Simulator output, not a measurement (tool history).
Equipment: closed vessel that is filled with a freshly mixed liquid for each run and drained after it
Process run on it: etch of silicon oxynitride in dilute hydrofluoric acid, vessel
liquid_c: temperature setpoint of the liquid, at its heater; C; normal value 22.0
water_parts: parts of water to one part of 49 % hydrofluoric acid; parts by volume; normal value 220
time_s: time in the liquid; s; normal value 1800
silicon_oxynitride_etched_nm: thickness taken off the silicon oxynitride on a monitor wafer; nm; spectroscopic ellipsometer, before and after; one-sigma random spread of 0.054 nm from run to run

run   hour  liquid_c  water_parts  time_s  read-back film thickness of the silicon oxynitride reference wafer, read on the same gauge (nm)  silicon_oxynitride_etched_nm
  1    0.0      22.0          220    1800                                                                                            99.13                         11.14
  2  106.0      22.0          220    1800                                                                                            98.66                         11.14
     123.6  -- thermometer replaced
  3  147.2      22.0          220    1800                                                                                            98.45                         11.15
  4  246.7      22.0          220    1800                                                                                            97.89                         11.16
  5  288.7      22.0          220    1800                                                                                            97.58                         11.01
     292.6  -- gauge calibrated
  6  330.8      22.0          220    1075                                                                                            99.75                          6.73
  7  431.6      22.0          220    1075                                                                                            99.64                          6.71
  8  503.9      19.0          220    1800                                                                                            99.47                          9.82
  9  576.1      22.0          185    1565                                                                                            99.29                         11.93
 10  632.2      22.0          260    1800                                                                                            99.11                          9.23
     670.0  -- hydrofluoric acid flow meter replaced
 11  690.1      18.0          220    2285                                                                                            98.90                         11.79
 12  735.4      22.0          260    1800                                                                                            98.74                          9.23
 13  777.0      24.5          220    1490                                                                                            98.48                         10.31
 14  871.1      22.0          220     880                                                                                            97.96                          5.43
 15  971.9      22.0          260    1800                                                                                            97.28                          9.09

Predict the results of run 16:
 16  1022.2      18.5          220    1800                                                                                                ?                             ?

read-back film thickness of the silicon oxynitride reference wafer, read on the same gauge (nm): 96.93
silicon_oxynitride_etched_nm: 9.36 nm
If the tool had no hidden condition, the same run with the same run-to-run variation would have returned silicon_oxynitride_etched_nm 9.66 nm.
